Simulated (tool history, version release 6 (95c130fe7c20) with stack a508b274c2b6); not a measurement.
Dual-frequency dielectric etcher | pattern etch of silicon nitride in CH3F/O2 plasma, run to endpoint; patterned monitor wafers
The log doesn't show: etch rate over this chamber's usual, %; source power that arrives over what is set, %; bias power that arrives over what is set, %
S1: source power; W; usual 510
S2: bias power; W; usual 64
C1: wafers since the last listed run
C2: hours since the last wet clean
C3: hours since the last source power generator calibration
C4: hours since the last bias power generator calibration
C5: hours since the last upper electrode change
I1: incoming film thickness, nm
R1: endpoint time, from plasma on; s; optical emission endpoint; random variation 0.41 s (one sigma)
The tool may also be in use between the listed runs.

Run 1, hour 0.0: usual settings; C1 0; C2 372.5; C3 1026.6; C4 2245.4; C5 4506.5; I1 103.9. Result: R1 114.3 s.
Run 2, hour 107.9: usual settings; C1 771; C2 480.4; C3 1134.5; C4 2353.3; C5 4614.4; I1 103.5. Result: R1 113.2 s.
Run 3, hour 180.4: usual settings but S1 590 W; C1 518; C2 552.9; C3 1207.0; C4 2425.8; C5 4686.9; I1 103.1. Result: R1 104.5 s.
Run 4, hour 222.2: usual settings but S1 590 W; C1 299; C2 594.7; C3 1248.8; C4 2467.6; C5 4728.7; I1 102.8. Result: R1 104.8 s.
At hour 298.5: wet clean of the chamber.
Run 5, hour 322.0: usual settings; C1 542; C2 23.5; C3 1348.6; C4 2567.4; C5 4828.5; I1 103.1. Result: R1 109.7 s.
Run 6, hour 378.4: usual settings; C1 403; C2 79.9; C3 1405.0; C4 2623.8; C5 4884.9; I1 104.6. Result: R1 111.1 s.
Run 7, hour 415.6: usual settings but S2 59 W; C1 266; C2 117.1; C3 1442.2; C4 2661.0; C5 4922.1; I1 103.3. Result: R1 115.2 s.
Run 8, hour 490.9: usual settings but S2 59 W; C1 538; C2 192.4; C3 1517.5; C4 2736.3; C5 4997.4; I1 104.0. Result: R1 114.9 s.
Run 9, hour 568.5: usual settings but S2 59 W; C1 555; C2 270.0; C3 1595.1; C4 2813.9; C5 5075.0; I1 103.4. Result: R1 113.8 s.
Run 10, hour 651.5: usual settings; C1 593; C2 353.0; C3 1678.1; C4 2896.9; C5 5158.0; I1 103.5. Result: R1 108.2 s.
Run 11, hour 747.6: usual settings but S1 450 W; C1 687; C2 449.1; C3 1774.2; C4 2993.0; C5 5254.1; I1 103.5. Result: R1 115.1 s.
At hour 810.2: wet clean of the chamber, repeated, since the last time left the tool worse.
Run 12, hour 826.7: usual settings but S1 450 W; C1 394; C2 16.5; C3 1853.3; C4 3072.1; C5 5333.2; I1 102.9. Result: R1 122.3 s.
Run 13, hour 893.2: usual settings but S1 450 W; C1 475; C2 83.0; C3 1919.8; C4 3138.6; C5 5399.7; I1 102.6. Result: R1 120.7 s.
Run 14, hour 953.7: usual settings but S1 570 W; C1 432; C2 143.5; C3 1980.3; C4 3199.1; C5 5460.2; I1 103.4. Result: R1 109.4 s.
Run 15, hour 1006.1: usual settings; C1 374; C2 195.9; C3 2032.7; C4 3251.5; C5 5512.6; I1 104.3. Result: R1 115.1 s.
Run 16, hour 1063.1: usual settings but S1 460 W, S2 53 W; C1 407; C2 252.9; C3 2089.7; C4 3308.5; C5 5569.6; I1 103.6. Result: R1 133.3 s.
At hour 1090.0: upper electrode replaced.
Run 17, hour 1156.1: usual settings but S1 380 W, S2 52 W; C1 493; C2 345.9; C3 2182.7; C4 3401.5; C5 66.1; I1 104.4. Result: R1 149.8 s.
Run 18, hour 1259.9: usual settings but S1 410 W, S2 50 W; C1 742; C2 449.7; C3 2286.5; C4 3505.3; C5 169.9; I1 103.8. Result: R1 146.1 s.
Run 19, hour 1299.3: usual settings but S1 550 W, S2 60 W; C1 281; C2 489.1; C3 2325.9; C4 3544.7; C5 209.3; I1 105.0. Result: R1 114.1 s.
Run 20, hour 1381.9: usual settings; C1 590; C2 571.7; C3 2408.5; C4 3627.3; C5 291.9; I1 104.2. Result: R1 114.1 s.

The next listed run, before its measurement:
At hour 1445.2: wet clean of the chamber.
Run 21, hour 1445.6: usual settings but S1 440 W, S2 71 W; C1 284; C2 0.4; C3 2472.2; C4 3691.0; C5 355.6; I1 103.8. Result: R1 ?.

{"run 21": {"R1": 117.6}}
Without the tool's hidden state the same run would have given R1 117.9 s.

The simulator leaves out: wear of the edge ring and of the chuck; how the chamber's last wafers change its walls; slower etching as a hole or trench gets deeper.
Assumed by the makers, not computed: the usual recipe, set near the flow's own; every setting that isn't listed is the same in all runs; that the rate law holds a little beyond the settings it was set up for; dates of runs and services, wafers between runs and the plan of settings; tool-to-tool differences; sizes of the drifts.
